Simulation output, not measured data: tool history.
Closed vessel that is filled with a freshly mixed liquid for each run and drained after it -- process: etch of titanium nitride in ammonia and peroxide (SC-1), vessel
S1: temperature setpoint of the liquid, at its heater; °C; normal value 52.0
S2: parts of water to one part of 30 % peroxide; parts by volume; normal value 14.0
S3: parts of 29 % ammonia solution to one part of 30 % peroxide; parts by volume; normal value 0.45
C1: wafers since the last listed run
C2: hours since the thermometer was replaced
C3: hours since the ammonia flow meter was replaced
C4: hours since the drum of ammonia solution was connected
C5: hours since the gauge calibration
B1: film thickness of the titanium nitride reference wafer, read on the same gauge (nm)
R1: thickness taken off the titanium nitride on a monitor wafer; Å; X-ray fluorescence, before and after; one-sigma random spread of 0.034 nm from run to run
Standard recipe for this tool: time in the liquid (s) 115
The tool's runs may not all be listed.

{"run": 1, "hour": 0.0, "S1": 52.0, "S2": 14.0, "S3": 0.45, "time in the liquid (s)": 115, "C1": 0, "C2": 2594.5, "C3": 1854.1, "C4": 84.1, "C5": 277.2, "B1": 90.01, "R1": 93.5}
{"run": 2, "hour": 35.5, "S1": 52.0, "S2": 14.0, "S3": 0.45, "time in the liquid (s)": 115, "C1": 4198, "C2": 2630.0, "C3": 1889.6, "C4": 119.6, "C5": 312.7, "B1": 89.98, "R1": 93.0}
{"run": 3, "hour": 48.8, "S1": 52.0, "S2": 14.0, "S3": 0.45, "time in the liquid (s)": 115, "C1": 1573, "C2": 2643.3, "C3": 1902.9, "C4": 132.9, "C5": 326.0, "B1": 90.01, "R1": 92.6}
{"run": 4, "hour": 78.0, "S1": 52.0, "S2": 14.0, "S3": 0.45, "time in the liquid (s)": 115, "C1": 3453, "C2": 2672.5, "C3": 1932.1, "C4": 162.1, "C5": 355.2, "B1": 89.99, "R1": 93.0}
{"run": 5, "hour": 105.5, "S1": 52.0, "S2": 14.0, "S3": 0.45, "time in the liquid (s)": 115, "C1": 3252, "C2": 2700.0, "C3": 1959.6, "C4": 189.6, "C5": 382.7, "B1": 89.99, "R1": 93.5}
{"hour": 110.1, "done": "gauge calibrated"}
{"run": 6, "hour": 140.3, "S1": 52.0, "S2": 14.0, "S3": 0.45, "time in the liquid (s)": 115, "C1": 4115, "C2": 2734.8, "C3": 1994.4, "C4": 224.4, "C5": 30.2, "B1": 89.98, "R1": 92.7}
{"run": 7, "hour": 160.0, "S1": 52.0, "S2": 14.0, "S3": 0.45, "time in the liquid (s)": 115, "C1": 2330, "C2": 2754.5, "C3": 2014.1, "C4": 244.1, "C5": 49.9, "B1": 90.01, "R1": 92.8}
{"run": 8, "hour": 195.6, "S1": 52.0, "S2": 14.0, "S3": 0.45, "time in the liquid (s)": 115, "C1": 4210, "C2": 2790.1, "C3": 2049.7, "C4": 279.7, "C5": 85.5, "B1": 90.0, "R1": 93.1}
{"run": 9, "hour": 213.4, "S1": 52.0, "S2": 14.0, "S3": 0.45, "time in the liquid (s)": 115, "C1": 2105, "C2": 2807.9, "C3": 2067.5, "C4": 297.5, "C5": 103.3, "B1": 90.02, "R1": 93.1}
{"run": 10, "hour": 297.2, "S1": 52.0, "S2": 14.0, "S3": 0.45, "time in the liquid (s)": 115, "C1": 9911, "C2": 2891.7, "C3": 2151.3, "C4": 381.3, "C5": 187.1, "B1": 89.96, "R1": 92.7}
{"run": 11, "hour": 318.2, "S1": 52.0, "S2": 14.0, "S3": 0.45, "time in the liquid (s)": 115, "C1": 2483, "C2": 2912.7, "C3": 2172.3, "C4": 402.3, "C5": 208.1, "B1": 89.98, "R1": 92.9}
{"run": 12, "hour": 350.9, "S1": 52.0, "S2": 14.0, "S3": 0.45, "time in the liquid (s)": 115, "C1": 3867, "C2": 2945.4, "C3": 2205.0, "C4": 435.0, "C5": 240.8, "B1": 90.01, "R1": 92.2}
{"hour": 360.8, "done": "ammonia flow meter replaced"}
{"run": 13, "hour": 377.1, "S1": 52.0, "S2": 19.0, "S3": 0.45, "time in the liquid (s)": 115, "C1": 2980, "C2": 2971.6, "C3": 16.3, "C4": 461.2, "C5": 267.0, "B1": 89.98, "R1": 78.8}
{"run": 14, "hour": 402.4, "S1": 52.0, "S2": 8.5, "S3": 0.45, "time in the liquid (s)": 65, "C1": 2992, "C2": 2996.9, "C3": 41.6, "C4": 486.5, "C5": 292.3, "B1": 89.98, "R1": 68.0}
{"run": 15, "hour": 423.5, "S1": 48.5, "S2": 8.5, "S3": 0.45, "time in the liquid (s)": 55, "C1": 2495, "C2": 3018.0, "C3": 62.7, "C4": 507.6, "C5": 313.4, "B1": 89.99, "R1": 45.2}
{"run": 16, "hour": 438.6, "S1": 52.0, "S2": 14.0, "S3": 0.45, "time in the liquid (s)": 115, "C1": 1785, "C2": 3033.1, "C3": 77.8, "C4": 522.7, "C5": 328.5, "B1": 90.01, "R1": 92.1}
{"hour": 454.6, "done": "gauge calibrated"}
{"hour": 456.2, "done": "new drum of ammonia solution connected"}
{"run": 17, "hour": 466.8, "S1": 44.0, "S2": 16.5, "S3": 0.45, "time in the liquid (s)": 65, "C1": 3217, "C2": 3061.3, "C3": 106.0, "C4": 10.6, "C5": 12.2, "B1": 89.97, "R1": 27.9}

Predict the results of run 18:
{"hour": 477.5, "done": "thermometer replaced"}
{"run": 18, "hour": 490.4, "S1": 52.0, "S2": 19.5, "S3": 0.3, "time in the liquid (s)": 75, "C1": 2673, "C2": 12.9, "C3": 129.6, "C4": 34.2, "C5": 35.8, "B1": "?", "R1": "?"}

{"run 18": {"B1": 90.02, "R1": 43.3}}
With the hidden condition absent and the run-to-run variation left alone, this run would have shown R1 43.2 Å.
